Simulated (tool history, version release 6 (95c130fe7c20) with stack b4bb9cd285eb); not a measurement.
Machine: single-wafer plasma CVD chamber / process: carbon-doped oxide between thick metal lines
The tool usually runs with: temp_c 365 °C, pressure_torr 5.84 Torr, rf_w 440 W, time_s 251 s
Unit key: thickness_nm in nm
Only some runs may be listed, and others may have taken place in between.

run,day,temp_c,pressure_torr,rf_w,time_s,"read-back reference wafer on the same gauge, thickness_nm",thickness_nm
1,0,365,5.84,390,251,1040.024,893.384
2,0.4,365,5.84,390,251,1039.892,893.266
# day 0.775: showerhead replaced
3,1.129,365,5.84,390,251,1039.549,892.267
# day 1.817: thermocouple changed; heater temperature recalibrated
4,1.838,361,6.14,440,251,1039.425,1029.184
# day 2.275: RF generator calibrated
5,2.296,361,6.14,440,251,1039.828,1106.856
6,2.517,365,5.84,440,251,1040.461,1092.316
7,2.867,359,5.84,440,251,1039.658,1110.11
8,3.471,356,5.84,515,251,1040.132,1278.235
9,4.012,370,6.78,495,265,1039.783,1280.404
10,4.633,354,7.15,440,235,1040.616,1073.037
11,4.917,365,5.84,440,251,1040.503,1097.281
12,5.3,365,5.84,390,251,1039.245,971.582
13,5.938,361,5.36,360,298,1039.596,1056.87
14,6.212,354,7.18,510,270,1039.651,1386.819
15,7.225,365,7.24,440,299,1039.849,1315.326
16,7.946,353,5.84,365,251,1039.744,929.177
17,9.038,365,5.84,440,251,1040.336,1090.141
18,9.392,353,5.84,440,227,1039.701,1021.597
19,9.783,354,5.84,440,265,1039.918,1177.711
# day 10.146: capacitance manometer re-zeroed and calibrated
20,10.262,358,6.29,440,294,1040.324,1318.243
21,10.921,365,5.84,390,251,1040.037,967.965
22,11.262,365,5.84,440,251,1040.127,1096.577

What will run 23 give?
23,11.629,365,5.84,440,251,?,?

Run 23 gave read-back reference wafer on the same gauge, thickness_nm 1040.237, thickness_nm 1096.375 nm.
Had the tool carried no hidden state, the very same run would have given thickness_nm 1100.473 nm.
